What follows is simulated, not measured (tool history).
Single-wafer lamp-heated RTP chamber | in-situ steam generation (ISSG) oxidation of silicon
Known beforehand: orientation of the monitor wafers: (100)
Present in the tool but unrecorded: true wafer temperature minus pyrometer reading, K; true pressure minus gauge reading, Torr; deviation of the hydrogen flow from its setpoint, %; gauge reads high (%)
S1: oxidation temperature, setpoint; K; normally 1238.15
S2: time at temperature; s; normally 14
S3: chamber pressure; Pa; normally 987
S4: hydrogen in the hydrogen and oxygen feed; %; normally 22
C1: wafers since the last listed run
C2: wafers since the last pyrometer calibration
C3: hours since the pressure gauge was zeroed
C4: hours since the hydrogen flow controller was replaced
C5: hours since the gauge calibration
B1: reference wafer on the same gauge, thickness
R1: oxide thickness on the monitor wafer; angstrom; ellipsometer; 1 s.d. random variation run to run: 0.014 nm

run	hour	S1	S2	S3	S4	C1	C2	C3	C4	C5	B1	R1
1	0	1238.15	14	987	22	0	5198	2763.5	5327.5	861.3	3.922	39.52
2	100.8	1238.15	14	987	22	1332	6530	2864.3	5428.3	962.1	3.921	39.76
# hour 122.8: pyrometer window cleaned and pyrometer calibrated
3	185.3	1238.15	14	987	22	1011	825	2948.8	5512.8	1046.6	3.922	39.57
4	272.1	1238.15	14	987	22	1147	1973	3035.6	5599.6	1133.4	3.919	39.59
5	354.4	1238.15	14	987	22	1087	3060	3117.9	5681.9	1215.7	3.922	39.63
6	423.3	1238.15	14	987	22	910	3971	3186.8	5750.8	1284.6	3.92	39.83
7	505.1	1238.15	14	920	22	1081	5052	3268.6	5832.6	1366.4	3.921	39.68
# hour 561.2: gauge calibrated
8	590.9	1238.15	15	1120	22	1133	6186	3354.4	5918.4	29.7	3.917	40.94
# hour 644.7: hydrogen flow controller replaced
# hour 655.8: pyrometer window cleaned and pyrometer calibrated
9	676	1238.15	15	1120	22	913	266	3439.5	31.3	114.8	3.919	40.8
10	766.5	1238.15	14	1093	22	1196	1463	3530	121.8	205.3	3.92	39.61
11	849.1	1238.15	14	1093	22	1091	2554	3612.6	204.4	287.9	3.92	39.66
12	891.4	1238.15	14	1093	22	559	3113	3654.9	246.7	330.2	3.919	39.5
13	977.8	1238.15	14	987	22	1141	4255	3741.3	333.1	416.6	3.918	39.52
14	1015.6	1238.15	14	987	22	499	4755	3779.1	370.9	454.4	3.922	39.61
15	1107.7	1238.15	14	987	22	1217	5972	3871.2	463	546.5	3.919	39.44
# hour 1120.5: pyrometer window cleaned and pyrometer calibrated
16	1164.9	1224.15	14	920	22	650	586	3928.4	520.2	603.7	3.917	38.01
17	1267.6	1238.15	14	987	32	1357	1943	4031.1	622.9	706.4	3.918	44.08
18	1313	1256.15	10	1173	22	600	2543	4076.5	668.3	751.8	3.92	36.3
19	1358.3	1221.15	14	920	22	598	3142	4121.8	713.6	797.1	3.92	37.95
20	1464.9	1222.15	18	920	25	1408	4551	4228.4	820.2	903.7	3.921	42.87
# hour 1478.7: pressure gauge zeroed
21	1528.9	1238.15	14	987	22	740	5291	50.2	884.2	967.7	3.92	39.64
22	1572.8	1220.15	14	920	22	580	5871	94.1	928.1	1011.6	3.918	37.8
# hour 1585.3: pyrometer window cleaned and pyrometer calibrated
23	1656.1	1226.15	10	920	14	995	935	177.4	1011.4	1094.9	3.92	29.82
# hour 1683.6: gauge calibrated
24	1740.3	1238.15	14	987	22	1112	2047	261.6	1095.6	56.7	3.921	39.81
25	1839	1230.15	19	987	22	1304	3352	360.3	1194.3	155.4	3.919	43.86
26	1924.2	1238.15	14	920	16	1126	4478	445.5	1279.5	240.6	3.918	36.62
27	1969.6	1227.15	14	1160	22	600	5078	490.9	1324.9	286	3.921	38.16
28	2007.2	1238.15	14	1147	26	496	5575	528.5	1362.5	323.6	3.92	41.16
# hour 2051.8: pyrometer window cleaned and pyrometer calibrated
29	2077.1	1238.15	14	1120	22	818	334	598.4	1432.4	393.5	3.918	39.56
30	2176.1	1231.15	11	920	22	1308	1642	697.4	1531.4	492.5	3.92	35.38
31	2223.1	1257.15	11	920	31	621	2263	744.4	1578.4	539.5	3.922	42.09

Here are 4 independent what-if runs from the current tool condition. What would each one return?
A	2223.5	1238.15	9	987	22	5	2269	744.8	1578.8	539.9	?	?
B	2223.5	1255.15	14	920	22	5	2269	744.8	1578.8	539.9	?	?
C	2223.5	1238.15	16	1133	22	5	2269	744.8	1578.8	539.9	?	?
D	2223.5	1257.15	16	920	22	5	2269	744.8	1578.8	539.9	?	?

run	B1	R1
A	3.92	33.43
B	3.92	41.49
C	3.92	41.62
D	3.92	44.18
Take away the tool's hidden state, keep each run's random variation, and the runs would have read:
run	R1
A	33.43
B	41.49
C	41.62
D	44.18
